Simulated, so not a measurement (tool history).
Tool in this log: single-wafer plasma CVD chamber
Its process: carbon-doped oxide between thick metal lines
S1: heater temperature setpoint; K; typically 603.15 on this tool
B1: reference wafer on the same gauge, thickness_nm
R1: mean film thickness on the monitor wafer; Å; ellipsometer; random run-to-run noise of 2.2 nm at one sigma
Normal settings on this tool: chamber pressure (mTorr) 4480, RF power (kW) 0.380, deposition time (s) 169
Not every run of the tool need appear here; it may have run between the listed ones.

run 1 hour=0.0 | S1=603.15 chamber_pressure_(mTorr)=4480 RF_power_(kW)=0.380 deposition_time_(s)=169 | B1=798.055 | R1=6448.23
run 2 hour=9.1 | S1=603.15 chamber_pressure_(mTorr)=4480 RF_power_(kW)=0.380 deposition_time_(s)=169 | B1=797.970 | R1=6458.33
-- hour=24.1 thermocouple changed; heater temperature recalibrated
run 3 hour=24.6 | S1=603.15 chamber_pressure_(mTorr)=4480 RF_power_(kW)=0.380 deposition_time_(s)=169 | B1=798.260 | R1=6407.58
run 4 hour=36.9 | S1=603.15 chamber_pressure_(mTorr)=4480 RF_power_(kW)=0.365 deposition_time_(s)=169 | B1=799.076 | R1=6332.43
-- hour=48.4 gauge calibrated
run 5 hour=54.6 | S1=603.15 chamber_pressure_(mTorr)=4480 RF_power_(kW)=0.380 deposition_time_(s)=150 | B1=798.311 | R1=5714.00
-- hour=69.3 capacitance manometer re-zeroed and calibrated
run 6 hour=69.8 | S1=603.15 chamber_pressure_(mTorr)=4480 RF_power_(kW)=0.380 deposition_time_(s)=150 | B1=797.343 | R1=5769.74
run 7 hour=76.2 | S1=614.15 chamber_pressure_(mTorr)=3490 RF_power_(kW)=0.380 deposition_time_(s)=169 | B1=798.145 | R1=6064.83
run 8 hour=92.2 | S1=603.15 chamber_pressure_(mTorr)=4480 RF_power_(kW)=0.380 deposition_time_(s)=169 | B1=797.363 | R1=6477.09
run 9 hour=104.0 | S1=603.15 chamber_pressure_(mTorr)=4480 RF_power_(kW)=0.325 deposition_time_(s)=169 | B1=798.001 | R1=6036.68
run 10 hour=110.1 | S1=603.15 chamber_pressure_(mTorr)=3810 RF_power_(kW)=0.380 deposition_time_(s)=169 | B1=797.978 | R1=6369.30
run 11 hour=122.3 | S1=603.15 chamber_pressure_(mTorr)=3860 RF_power_(kW)=0.380 deposition_time_(s)=169 | B1=798.104 | R1=6388.19
run 12 hour=128.9 | S1=603.15 chamber_pressure_(mTorr)=4480 RF_power_(kW)=0.440 deposition_time_(s)=180 | B1=797.305 | R1=7352.76
run 13 hour=135.0 | S1=603.15 chamber_pressure_(mTorr)=4480 RF_power_(kW)=0.400 deposition_time_(s)=169 | B1=799.032 | R1=6595.51
run 14 hour=143.0 | S1=603.15 chamber_pressure_(mTorr)=4480 RF_power_(kW)=0.380 deposition_time_(s)=169 | B1=797.855 | R1=6432.52
-- hour=162.9 RF generator calibrated
run 15 hour=188.7 | S1=603.15 chamber_pressure_(mTorr)=4840 RF_power_(kW)=0.420 deposition_time_(s)=200 | B1=798.087 | R1=8335.16
run 16 hour=202.7 | S1=598.15 chamber_pressure_(mTorr)=4480 RF_power_(kW)=0.380 deposition_time_(s)=169 | B1=797.821 | R1=6808.36
run 17 hour=212.5 | S1=603.15 chamber_pressure_(mTorr)=4480 RF_power_(kW)=0.380 deposition_time_(s)=148 | B1=796.867 | R1=5860.18
-- hour=234.1 showerhead replaced
run 18 hour=234.6 | S1=603.15 chamber_pressure_(mTorr)=4480 RF_power_(kW)=0.440 deposition_time_(s)=180 | B1=797.525 | R1=7548.35
run 19 hour=243.5 | S1=595.15 chamber_pressure_(mTorr)=4480 RF_power_(kW)=0.310 deposition_time_(s)=144 | B1=797.910 | R1=5335.81
run 20 hour=257.8 | S1=603.15 chamber_pressure_(mTorr)=4140 RF_power_(kW)=0.380 deposition_time_(s)=169 | B1=799.387 | R1=6574.09
run 21 hour=266.0 | S1=603.15 chamber_pressure_(mTorr)=4480 RF_power_(kW)=0.380 deposition_time_(s)=169 | B1=798.348 | R1=6649.37
run 22 hour=284.4 | S1=603.15 chamber_pressure_(mTorr)=4480 RF_power_(kW)=0.380 deposition_time_(s)=169 | B1=797.351 | R1=6688.54
run 23 hour=299.6 | S1=598.15 chamber_pressure_(mTorr)=4480 RF_power_(kW)=0.380 deposition_time_(s)=169 | B1=798.977 | R1=6759.96
run 24 hour=315.9 | S1=603.15 chamber_pressure_(mTorr)=4480 RF_power_(kW)=0.380 deposition_time_(s)=179 | B1=797.224 | R1=7018.56
run 25 hour=333.4 | S1=603.15 chamber_pressure_(mTorr)=4480 RF_power_(kW)=0.380 deposition_time_(s)=169 | B1=797.149 | R1=6618.91
run 26 hour=348.1 | S1=598.15 chamber_pressure_(mTorr)=5030 RF_power_(kW)=0.380 deposition_time_(s)=169 | B1=798.385 | R1=6849.85
run 27 hour=358.7 | S1=603.15 chamber_pressure_(mTorr)=4480 RF_power_(kW)=0.450 deposition_time_(s)=169 | B1=798.554 | R1=7207.68

Had the tool no unlogged condition, and each run kept its random variation, what would the results have been?
Hidden state at play: wafer temperature above the value expected at the setpoint (K); delivered RF power above the setpoint (%); true pressure above the setpoint (%); gauge reads high (%).
run=1 R1=6691.52
run=2 R1=6703.73
run=3 R1=6653.99
run=4 R1=6578.25
run=5 R1=5938.80
run=6 R1=5999.34
run=7 R1=6307.32
run=8 R1=6739.13
run=9 R1=6283.02
run=10 R1=6630.37
run=11 R1=6652.35
run=12 R1=7645.17
run=13 R1=6866.43
run=14 R1=6702.47
run=15 R1=8376.88
run=16 R1=6846.55
run=17 R1=5894.63
run=18 R1=7595.23
run=19 R1=5371.72
run=20 R1=6620.92
run=21 R1=6698.23
run=22 R1=6741.08
run=23 R1=6815.90
run=24 R1=7079.80
run=25 R1=6679.87
run=26 R1=6915.72
run=27 R1=7276.09
